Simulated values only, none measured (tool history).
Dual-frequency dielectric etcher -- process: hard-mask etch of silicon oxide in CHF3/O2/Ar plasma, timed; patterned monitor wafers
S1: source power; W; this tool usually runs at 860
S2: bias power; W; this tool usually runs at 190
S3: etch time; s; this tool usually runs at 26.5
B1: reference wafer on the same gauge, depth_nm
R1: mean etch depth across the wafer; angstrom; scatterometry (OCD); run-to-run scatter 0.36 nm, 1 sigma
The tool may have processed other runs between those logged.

run   hour    S1   S2    S3    B1   R1
  1      0   860  190  26.5  59.2  616
  2   35.5   860  190  26.5  59.2  608
  3   58.7   860  190  26.5  59.2  616
  4   94.2   860  190  26.5  59.3  616
  5  116.5   860  190  26.5  59.1  618
  6  144.8   860  227  26.5  59.3  665
  7  169.4  1010  190  26.5  59.2  674
  8  193.8   860  171  26.5  59.2  590
  9  255.7   860  171  26.5  59.1  592
 10  290.6   860  190  26.5  59.2  615
 11  307.1   860  190  26.5  59.2  621
 12    333   860  190  26.5  59.2  613
 13  363.1   860  190  26.5  59.3  612
       368  -- gauge calibrated
 14  392.7   920  143  32.5  59.2  703
     415.4  -- bias power generator calibrated
 15    425   860  190  26.5  59.3  610
     456.1  -- wet clean of the chamber
 16    458   860  162  26.5  59.2  578
 17  476.2   650  145  20.5  59.2  369
     486.3  -- source power generator calibrated
     510.2  -- upper electrode replaced
 18  510.7   860  190  26.5  59.2  611
 19    511   970  190  26.5  59.2  655
 20  526.4   860  164  22.5  59.3  496
 21  549.5   930  233    24  59.2  635
 22  584.5   860  144    31  59.2  642
 23  604.4   860  190  26.5  59.2  619
 24  667.8   940  206    31  59.2  777
 25  702.5   950  233    31  59.3  820

Each row is a separate what-if for the run after 25, all from the same tool condition, not one after another. Results?
  A  702.9  860  190  26.5   ?   ?
  B  702.9  860  190  29.5   ?   ?
  C  702.9  730  190  33.5   ?   ?

run    B1   R1
  A  59.2  610
  B  59.2  679
  C  59.2  705
Without the tool's unlogged condition, the same runs would have read:
run   R1
  A  610
  B  679
  C  705
